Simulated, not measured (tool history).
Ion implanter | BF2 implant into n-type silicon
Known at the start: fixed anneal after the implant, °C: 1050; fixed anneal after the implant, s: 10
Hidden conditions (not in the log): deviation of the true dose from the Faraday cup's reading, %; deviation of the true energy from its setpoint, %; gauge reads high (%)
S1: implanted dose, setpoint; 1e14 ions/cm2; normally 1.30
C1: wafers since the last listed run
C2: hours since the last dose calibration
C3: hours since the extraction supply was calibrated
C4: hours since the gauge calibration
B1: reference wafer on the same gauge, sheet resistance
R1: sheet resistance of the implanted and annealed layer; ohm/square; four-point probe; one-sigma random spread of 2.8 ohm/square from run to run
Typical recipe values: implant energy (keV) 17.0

Run 1, hour 0.0: usual settings; C1 0; C2 892.4; C3 3972.6; C4 338.0; B1 587.90. Result: R1 700.50 ohm/square.
Run 2, hour 52.4: usual settings; C1 1340; C2 944.8; C3 4025.0; C4 390.4; B1 587.36. Result: R1 696.48 ohm/square.
Run 3, hour 114.7: usual settings; C1 1594; C2 1007.1; C3 4087.3; C4 452.7; B1 587.84. Result: R1 689.69 ohm/square.
Run 4, hour 173.1: usual settings; C1 1494; C2 1065.5; C3 4145.7; C4 511.1; B1 587.33. Result: R1 693.13 ohm/square.
Run 5, hour 202.4: usual settings; C1 749; C2 1094.8; C3 4175.0; C4 540.4; B1 588.96. Result: R1 694.90 ohm/square.
Run 6, hour 268.9: usual settings; C1 1701; C2 1161.3; C3 4241.5; C4 606.9; B1 588.97. Result: R1 693.35 ohm/square.
Run 7, hour 324.3: usual settings; C1 1417; C2 1216.7; C3 4296.9; C4 662.3; B1 587.82. Result: R1 695.71 ohm/square.
Run 8, hour 383.0: usual settings; C1 1501; C2 1275.4; C3 4355.6; C4 721.0; B1 588.55. Result: R1 691.06 ohm/square.
Run 9, hour 453.4: usual settings; C1 1801; C2 1345.8; C3 4426.0; C4 791.4; B1 588.06. Result: R1 688.00 ohm/square.
Run 10, hour 515.3: usual settings; C1 1583; C2 1407.7; C3 4487.9; C4 853.3; B1 587.33. Result: R1 689.33 ohm/square.
At hour 528.5: gauge calibrated.
Run 11, hour 575.0: usual settings but S1 1.01 1e14 ions/cm2, implant energy (keV) 14.5; C1 1527; C2 1467.4; C3 4547.6; C4 46.5; B1 588.62. Result: R1 875.44 ohm/square.
Run 12, hour 612.1: usual settings but S1 1.17 1e14 ions/cm2, implant energy (keV) 15.5; C1 949; C2 1504.5; C3 4584.7; C4 83.6; B1 587.20. Result: R1 759.19 ohm/square.
At hour 666.2: extraction supply calibrated.
Run 13, hour 666.7: usual settings; C1 1192; C2 1559.1; C3 0.5; C4 138.2; B1 589.15. Result: R1 687.29 ohm/square.
At hour 688.8: Faraday cup replaced and dose calibrated.
Run 14, hour 702.7: usual settings but S1 1.58 1e14 ions/cm2, implant energy (keV) 11.0; C1 716; C2 13.9; C3 36.5; C4 174.2; B1 587.56. Result: R1 637.24 ohm/square.
Run 15, hour 752.6: usual settings but S1 0.93 1e14 ions/cm2, implant energy (keV) 18.5; C1 1276; C2 63.8; C3 86.4; C4 224.1; B1 587.30. Result: R1 927.62 ohm/square.
Run 16, hour 778.6: usual settings but S1 1.20 1e14 ions/cm2, implant energy (keV) 22.5; C1 665; C2 89.8; C3 112.4; C4 250.1; B1 587.71. Result: R1 731.54 ohm/square.
Run 17, hour 811.4: usual settings but implant energy (keV) 13.5; C1 839; C2 122.6; C3 145.2; C4 282.9; B1 587.07. Result: R1 734.96 ohm/square.
Run 18, hour 860.2: usual settings but S1 1.50 1e14 ions/cm2, implant energy (keV) 12.0; C1 1248; C2 171.4; C3 194.0; C4 331.7; B1 587.89. Result: R1 656.47 ohm/square.
Run 19, hour 892.0: usual settings; C1 813; C2 203.2; C3 225.8; C4 363.5; B1 588.45. Result: R1 710.10 ohm/square.

Consider 3 possible next runs. They are alternatives, not a sequence: every one starts from the tool as it was left by run 19. What does each give?
Run A, hour 892.4: usual settings but S1 1.56 1e14 ions/cm2; C1 10; C2 203.6; C3 226.2; C4 363.9; B1 ?. Result: R1 ?.
Run B, hour 892.4: usual settings but S1 1.02 1e14 ions/cm2, implant energy (keV) 22.5; C1 10; C2 203.6; C3 226.2; C4 363.9; B1 ?. Result: R1 ?.
Run C, hour 892.4: usual settings but S1 1.55 1e14 ions/cm2, implant energy (keV) 12.5; C1 10; C2 203.6; C3 226.2; C4 363.9; B1 ?. Result: R1 ?.

run      B1      R1
  A  588.29  607.66
  B  588.29  834.72
  C  588.29  633.63
With the hidden condition removed and each run's random variation left untouched, the same runs would have given:
run      R1
  A  612.77
  B  841.48
  C  639.13

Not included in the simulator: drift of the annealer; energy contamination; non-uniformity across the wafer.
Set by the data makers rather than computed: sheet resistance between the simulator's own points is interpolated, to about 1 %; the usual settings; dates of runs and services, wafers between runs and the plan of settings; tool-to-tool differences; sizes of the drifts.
